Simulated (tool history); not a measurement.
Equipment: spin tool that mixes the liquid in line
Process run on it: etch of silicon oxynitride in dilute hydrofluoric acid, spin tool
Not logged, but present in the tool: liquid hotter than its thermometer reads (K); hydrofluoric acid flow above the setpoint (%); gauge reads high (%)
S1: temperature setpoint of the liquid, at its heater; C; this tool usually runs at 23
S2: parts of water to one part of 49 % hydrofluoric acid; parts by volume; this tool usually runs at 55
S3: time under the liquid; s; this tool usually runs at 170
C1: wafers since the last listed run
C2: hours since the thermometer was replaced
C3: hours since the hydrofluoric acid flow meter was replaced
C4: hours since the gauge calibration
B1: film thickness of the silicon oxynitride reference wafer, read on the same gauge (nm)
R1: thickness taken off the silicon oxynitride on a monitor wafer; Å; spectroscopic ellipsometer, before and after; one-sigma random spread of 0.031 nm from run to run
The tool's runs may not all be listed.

run	hour	S1	S2	S3	C1	C2	C3	C4	B1	R1
1	0	23	55	170	0	1814.4	1417	232.7	100	103.6
2	12.4	23	55	170	58	1826.8	1429.4	245.1	99.99	103.7
3	26.8	26	55	190	68	1841.2	1443.8	259.5	99.99	134.1
4	36.7	26	55	190	46	1851.1	1453.7	269.4	100	133.7
5	46.4	26	55	190	45	1860.8	1463.4	279.1	100	134
6	55	23	55	170	40	1869.4	1472	287.7	99.95	103.7
7	72.5	23	55	170	82	1886.9	1489.5	305.2	100.05	104.4
8	90.2	23	55	170	83	1904.6	1507.2	322.9	99.98	103.7
9	96.8	23	55	170	31	1911.2	1513.8	329.5	100.03	104.2
# hour 101.8: thermometer replaced
# hour 114: gauge calibrated
10	114.1	23	55	170	77	12.3	1531.1	0.1	99.99	93.1
11	126.5	23	55	170	58	24.7	1543.5	12.5	100.01	92.9
12	133.1	21	55	170	31	31.3	1550.1	19.1	100.01	84.3
13	143.2	21	55	170	47	41.4	1560.2	29.2	99.97	84.5
14	153.2	25	35	170	47	51.4	1570.2	39.2	100.01	164.7
15	160	18.5	35	170	32	58.2	1577	46	100.04	118.2
16	167.3	23	55	170	34	65.5	1584.3	53.3	100.05	92.7
17	181	23	55	170	64	79.2	1598	67	99.99	93.9
18	189	23	45	170	37	87.2	1606	75	100.03	115.2
# hour 200.9: hydrofluoric acid flow meter replaced
19	206.1	23	75	170	76	104.3	5.2	92.1	99.98	60.9
20	220.9	26	55	190	70	119.1	20	106.9	100	108.4
21	235.5	23	55	170	69	133.7	34.6	121.5	100.01	84.2
22	245.6	20	40	170	47	143.8	44.7	131.6	100.03	101.6
23	253.3	19	55	210	36	151.5	52.4	139.3	99.99	86.4
24	263.6	27.5	55	80	48	161.8	62.7	149.6	100.01	49.8
25	281.2	20	70	200	83	179.4	80.3	167.2	99.99	67.1
26	298.6	23	75	235	82	196.8	97.7	184.6	99.97	84.9

Each row is a separate what-if for the run after 26, all from the same tool condition, not one after another. Results?
A	299.1	23	55	170	2	197.3	98.2	185.1	?	?
B	299.1	25.5	70	210	2	197.3	98.2	185.1	?	?
C	299.1	18.5	70	225	2	197.3	98.2	185.1	?	?
D	299.1	27.5	45	90	2	197.3	98.2	185.1	?	?

run	B1	R1
A	99.97	84.8
B	99.97	91.7
C	99.97	69.8
D	99.97	68.8
With no hidden state in the tool, these same runs would have given:
run	R1
A	83
B	89.7
C	68.3
D	67.3
